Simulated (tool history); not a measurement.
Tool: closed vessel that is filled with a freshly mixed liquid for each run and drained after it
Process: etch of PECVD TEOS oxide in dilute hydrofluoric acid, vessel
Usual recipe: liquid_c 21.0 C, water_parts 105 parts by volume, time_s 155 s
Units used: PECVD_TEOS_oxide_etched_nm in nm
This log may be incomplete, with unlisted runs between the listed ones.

run,hour,liquid_c,water_parts,time_s,"read-back film thickness of the PECVD TEOS oxide reference wafer, read on the same gauge (nm)",PECVD_TEOS_oxide_etched_nm
1,0.0,21.0,105,155,140.01,21.86
2,34.1,21.0,105,155,139.98,21.97
3,67.2,21.0,105,155,139.97,21.97
4,107.1,21.0,105,155,139.99,21.81
5,298.2,21.0,105,155,139.98,21.88
6,479.7,24.5,75,155,140.01,36.13
7,526.4,24.5,75,155,140.02,35.92
8,557.4,24.5,105,155,140.05,25.02
9,588.5,21.0,85,155,140.04,27.23

For run 10, what comes out?
10,621.1,24.5,75,155,?,?

{"run 10": {"read-back film thickness of the PECVD TEOS oxide reference wafer, read on the same gauge (nm)": 139.99, "PECVD_TEOS_oxide_etched_nm": 36.25}}
With the hidden condition absent and the run-to-run variation left alone, this run would have shown PECVD_TEOS_oxide_etched_nm 38.95 nm.
